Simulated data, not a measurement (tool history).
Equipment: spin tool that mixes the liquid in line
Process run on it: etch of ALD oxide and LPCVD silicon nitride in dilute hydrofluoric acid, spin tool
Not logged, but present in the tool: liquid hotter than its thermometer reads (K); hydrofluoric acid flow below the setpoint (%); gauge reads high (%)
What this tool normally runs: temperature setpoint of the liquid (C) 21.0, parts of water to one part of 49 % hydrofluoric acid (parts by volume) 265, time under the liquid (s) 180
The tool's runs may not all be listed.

run     day  temperature setpoint of the liquid (C)  parts of water to one part of 49 % hydrofluoric acid (parts by volume)  time under the liquid (s)  wafers since the last listed run  hours since the thermometer was replaced  hours since the hydrofluoric acid flow meter was replaced  hours since the gauge calibration  read-back film thickness of the ALD oxide reference wafer, read on the same gauge (nm)  read-back film thickness of the LPCVD silicon nitride reference wafer, read on the same gauge (nm)  thickness taken off the ALD oxide on a monitor wafer (nm)  thickness taken off the LPCVD silicon nitride on a monitor wafer (nm)
  1   0.000                                    21.0                                                                     185                        240                                 0                                     181.3                                                      132.3                              766.8                                                                                  130.01                                                                                              89.973                                                      16.21                                                                  0.515
  2   2.625                                    21.0                                                                     185                        240                               427                                     244.3                                                      195.3                              829.8                                                                                  130.02                                                                                              89.993                                                      16.46                                                                  0.714
  3   4.867                                    23.0                                                                     265                        180                               364                                     298.1                                                      249.1                              883.6                                                                                  129.99                                                                                              89.997                                                       8.58                                                                  0.450
  4   6.921                                    23.0                                                                     265                        180                               334                                     347.4                                                      298.4                              932.9                                                                                  129.96                                                                                              90.000                                                       8.68                                                                  0.298
  5   9.617                                    21.0                                                                     265                        180                               438                                     412.1                                                      363.1                              997.6                                                                                  129.99                                                                                              90.037                                                       8.16                                                                  0.415
  6  12.267                                    21.0                                                                     265                        180                               431                                     475.7                                                      426.7                             1061.2                                                                                  130.00                                                                                              90.013                                                       8.32                                                                  0.414
  7  13.538                                    21.0                                                                     265                        180                               206                                     506.2                                                      457.2                             1091.7                                                                                  130.00                                                                                              89.986                                                       8.24                                                                  0.430
  8  16.429                                    21.0                                                                     265                        180                               470                                     575.6                                                      526.6                             1161.1                                                                                  130.03                                                                                              89.978                                                       8.44                                                                  0.366
     16.533  -- thermometer replaced
  9  21.342                                    21.0                                                                     340                        265                               792                                     115.4                                                      644.5                             1279.0                                                                                  129.99                                                                                              89.997                                                       8.30                                                                  0.381
 10  22.975                                    17.5                                                                     195                        180                               265                                     154.6                                                      683.7                             1318.2                                                                                  130.01                                                                                              89.982                                                       9.98                                                                  0.383
 11  25.475                                    21.0                                                                     170                        180                               406                                     214.6                                                      743.7                             1378.2                                                                                  130.00                                                                                              89.992                                                      13.49                                                                  0.466
 12  27.917                                    17.0                                                                     265                        180                               397                                     273.2                                                      802.3                             1436.8                                                                                  130.03                                                                                              89.982                                                       6.88                                                                  0.218
     28.312  -- gauge calibrated
 13  29.104                                    24.5                                                                     265                        180                               193                                     301.7                                                      830.8                               19.0                                                                                  129.99                                                                                              90.001                                                       9.00                                                                  0.429

Run 14 has not been measured yet. What should we expect?
 14  31.442                                    21.0                                                                     200                         80                               380                                     357.8                                                      886.9                               75.1                                                                                       ?                                                                                                   ?                                                          ?                                                                      ?

Run 14 came out at read-back film thickness of the ALD oxide reference wafer, read on the same gauge (nm) 129.98, read-back film thickness of the LPCVD silicon nitride reference wafer, read on the same gauge (nm) 89.981, thickness taken off the ALD oxide on a monitor wafer (nm) 5.11, thickness taken off the LPCVD silicon nitride on a monitor wafer (nm) 0.180.
Had the tool carried no hidden state, the very same run would have given thickness taken off the ALD oxide on a monitor wafer (nm) 4.86, thickness taken off the LPCVD silicon nitride on a monitor wafer (nm) 0.165.
